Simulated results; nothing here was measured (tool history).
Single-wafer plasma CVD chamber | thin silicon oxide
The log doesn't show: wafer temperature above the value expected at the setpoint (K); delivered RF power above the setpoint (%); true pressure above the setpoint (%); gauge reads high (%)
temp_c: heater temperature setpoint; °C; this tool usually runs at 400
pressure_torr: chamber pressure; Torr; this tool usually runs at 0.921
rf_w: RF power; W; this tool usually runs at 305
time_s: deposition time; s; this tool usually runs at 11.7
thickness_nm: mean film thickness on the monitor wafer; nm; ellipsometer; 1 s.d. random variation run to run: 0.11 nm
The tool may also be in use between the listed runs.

run,hour,temp_c,pressure_torr,rf_w,time_s,wafers since the last listed run,hours since the last thermocouple change,hours since the last RF generator calibration,hours since the last manometer calibration,hours since the showerhead was replaced,hours since the gauge calibration,"read-back reference wafer on the same gauge, thickness_nm",thickness_nm
1,0.0,400,0.921,305,11.7,0,682.6,509.1,994.3,2680.1,507.9,24.486,23.443
# hour 1.0: gauge calibrated
2,18.3,408,0.921,275,11.7,389,700.9,527.4,1012.6,2698.4,17.3,24.486,22.188
3,50.9,408,0.921,275,11.7,693,733.5,560.0,1045.2,2731.0,49.9,24.491,22.254
4,82.1,408,0.921,275,11.7,664,764.7,591.2,1076.4,2762.2,81.1,24.461,22.265
5,182.1,400,0.921,305,11.7,2128,864.7,691.2,1176.4,2862.2,181.1,24.512,23.365
6,216.2,400,0.921,305,11.7,725,898.8,725.3,1210.5,2896.3,215.2,24.518,23.369
7,243.8,400,0.921,305,11.7,587,926.4,752.9,1238.1,2923.9,242.8,24.447,23.207
# hour 273.9: showerhead replaced
8,277.6,400,0.921,305,11.7,549,960.2,786.7,1271.9,3.7,276.6,24.548,23.210
9,310.4,400,0.921,305,11.7,698,993.0,819.5,1304.7,36.5,309.4,24.526,23.410
# hour 326.3: RF generator calibrated
10,342.3,400,0.921,305,11.7,508,1024.9,16.0,1336.6,68.4,341.3,24.547,23.637
# hour 352.8: capacitance manometer re-zeroed and calibrated
11,390.0,400,0.921,305,11.7,845,1072.6,63.7,37.2,116.1,389.0,24.486,23.879
12,415.3,400,1.060,305,10.4,538,1097.9,89.0,62.5,141.4,414.3,24.486,23.799
13,438.7,400,0.921,305,11.7,498,1121.3,112.4,85.9,164.8,437.7,24.428,23.789
14,471.7,395,0.921,345,9.7,702,1154.3,145.4,118.9,197.8,470.7,24.507,20.873
15,490.4,400,0.921,350,11.7,398,1173.0,164.1,137.6,216.5,489.4,24.493,25.256
16,511.7,387,0.921,305,11.7,453,1194.3,185.4,158.9,237.8,510.7,24.500,24.101
17,541.4,410,0.921,265,11.7,632,1224.0,215.1,188.6,267.5,540.4,24.477,22.043
# hour 567.3: gauge calibrated
18,571.6,400,1.037,305,13.9,642,1254.2,245.3,218.8,297.7,4.3,24.476,30.968
# hour 589.3: thermocouple changed; heater temperature recalibrated
19,603.0,400,0.921,305,11.7,498,13.7,276.7,250.2,329.1,35.7,24.511,23.726
20,624.5,400,0.790,355,12.7,457,35.2,298.2,271.7,350.6,57.2,24.491,23.501
21,638.7,411,0.921,280,11.7,302,49.4,312.4,285.9,364.8,71.4,24.501,22.668
22,665.6,406,0.921,280,11.7,572,76.3,339.3,312.8,391.7,98.3,24.538,22.494
23,681.9,400,0.921,305,11.7,346,92.6,355.6,329.1,408.0,114.6,24.499,23.601
24,703.1,400,0.921,305,11.7,451,113.8,376.8,350.3,429.2,135.8,24.507,23.589
25,730.9,400,0.921,290,13.5,591,141.6,404.6,378.1,457.0,163.6,24.472,26.540
26,747.8,414,0.998,335,13.0,359,158.5,421.5,395.0,473.9,180.5,24.532,28.834
27,767.2,400,0.921,260,13.0,412,177.9,440.9,414.4,493.3,199.9,24.516,24.158
28,785.5,412,1.135,340,13.0,389,196.2,459.2,432.7,511.6,218.2,24.470,32.179
29,805.7,390,1.086,280,12.3,430,216.4,479.4,452.9,531.8,238.4,24.532,27.220

Consider 4 possible next runs. They are alternatives, not a sequence: every one starts from the tool as it was left by run 29. What does each give?
A,806.1,400,0.714,305,11.7,8,216.8,479.8,453.3,532.2,238.8,?,?
B,806.1,391,1.041,265,10.7,8,216.8,479.8,453.3,532.2,238.8,?,?
C,806.1,400,1.091,305,11.7,8,216.8,479.8,453.3,532.2,238.8,?,?
D,806.1,407,0.921,305,11.7,8,216.8,479.8,453.3,532.2,238.8,?,?

run,"read-back reference wafer on the same gauge, thickness_nm",thickness_nm
A,24.489,17.903
B,24.489,22.623
C,24.489,27.181
D,24.489,23.551
With the hidden condition removed and each run's random variation left untouched, the same runs would have given:
run,thickness_nm
A,18.185
B,23.002
C,27.610
D,23.922
